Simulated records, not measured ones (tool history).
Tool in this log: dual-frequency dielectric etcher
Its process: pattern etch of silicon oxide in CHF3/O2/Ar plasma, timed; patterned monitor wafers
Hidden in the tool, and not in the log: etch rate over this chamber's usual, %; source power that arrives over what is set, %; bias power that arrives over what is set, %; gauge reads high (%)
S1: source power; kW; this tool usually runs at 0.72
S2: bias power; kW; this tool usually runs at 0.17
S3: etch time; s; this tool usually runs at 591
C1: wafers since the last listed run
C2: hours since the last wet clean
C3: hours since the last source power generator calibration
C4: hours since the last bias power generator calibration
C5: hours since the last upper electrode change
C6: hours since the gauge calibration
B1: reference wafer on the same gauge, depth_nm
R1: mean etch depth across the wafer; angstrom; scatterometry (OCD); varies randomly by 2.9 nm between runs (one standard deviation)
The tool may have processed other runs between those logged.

run	hour	S1	S2	S3	C1	C2	C3	C4	C5	C6	B1	R1
1	0	0.72	0.17	591	0	16	2605.1	4595.9	2370.7	755.9	1019.7	12105
2	14.4	0.72	0.139	591	42	30.4	2619.5	4610.3	2385.1	770.3	1021.1	11593
3	30.8	0.72	0.139	591	47	46.8	2635.9	4626.7	2401.5	786.7	1020.7	11595
4	55.7	0.72	0.139	591	72	71.7	2660.8	4651.6	2426.4	811.6	1020.3	11644
5	70.9	0.72	0.17	591	44	86.9	2676	4666.8	2441.6	826.8	1021.2	12187
6	99.4	0.72	0.17	591	83	115.4	2704.5	4695.3	2470.1	855.3	1020.2	12091
7	134.6	0.83	0.17	591	102	150.6	2739.7	4730.5	2505.3	890.5	1019.2	13139
8	150.1	0.8	0.17	649	45	166.1	2755.2	4746	2520.8	906	1019.4	14142
9	179.6	0.8	0.17	649	86	195.6	2784.7	4775.5	2550.3	935.5	1020.2	14189
10	210.5	0.8	0.17	649	90	226.5	2815.6	4806.4	2581.2	966.4	1020.2	14175
11	234.1	0.72	0.192	548	68	250.1	2839.2	4830	2604.8	990	1019.8	11614
# hour 245.6: gauge calibrated
12	267	0.72	0.192	548	96	283	2872.1	4862.9	2637.7	21.4	1020.5	11644
13	301	0.72	0.17	591	99	317	2906.1	4896.9	2671.7	55.4	1020.7	12147
14	331.1	0.63	0.17	488.5	87	347.1	2936.2	4927	2701.8	85.5	1019.6	9327
15	358.8	0.72	0.17	591	80	374.8	2963.9	4954.7	2729.5	113.2	1019.5	12088
# hour 381.7: bias power generator calibrated
16	382.6	0.54	0.154	749	57	398.6	2987.7	0.9	2753.3	137	1019.7	12557
17	402.6	0.79	0.17	415.5	58	418.6	3007.7	20.9	2773.3	157	1019	8992
18	502	0.57	0.17	591	290	518	3107.1	120.3	2872.7	256.4	1019.3	10571
# hour 516.8: source power generator calibrated
# hour 543.1: wet clean of the chamber
19	543.6	0.72	0.17	591	39	0.5	26.8	161.9	2914.3	298	1020.9	12094
20	546.6	0.66	0.137	743	8	3.5	29.8	164.9	2917.3	301	1020.2	13835
# hour 574.4: upper electrode replaced
21	574.9	0.72	0.17	591	12	31.8	58.1	193.2	0.5	329.3	1019.7	12201
22	601.9	0.56	0.158	546	78	58.8	85.1	220.2	27.5	356.3	1021	9479
23	695.9	0.72	0.17	591	274	152.8	179.1	314.2	121.5	450.3	1020.5	12174
24	711.1	0.72	0.152	472.5	44	168	194.3	329.4	136.7	465.5	1019.2	9492
25	741	0.85	0.142	473	87	197.9	224.2	359.3	166.6	495.4	1019.2	10258
26	761.4	0.72	0.155	591	59	218.3	244.6	379.7	187	515.8	1020.5	11887
27	788.2	0.72	0.17	591	78	245.1	271.4	406.5	213.8	542.6	1020.5	12157
28	806.4	0.54	0.17	591	53	263.3	289.6	424.7	232	560.8	1020.3	10124
29	839.1	0.54	0.17	591	95	296	322.3	457.4	264.7	593.5	1020.1	10142
30	870.3	0.57	0.17	591	91	327.2	353.5	488.6	295.9	624.7	1020.6	10565
31	900	0.72	0.17	747	86	356.9	383.2	518.3	325.6	654.4	1020.8	15361

What the log doesn't show, run by run:
etch rate over this chamber's usual, %: 0 in every run
source power that arrives over what is set, %: 0 in every run
bias power that arrives over what is set, %: 0 in every run
gauge reads high (%): 0 in every run
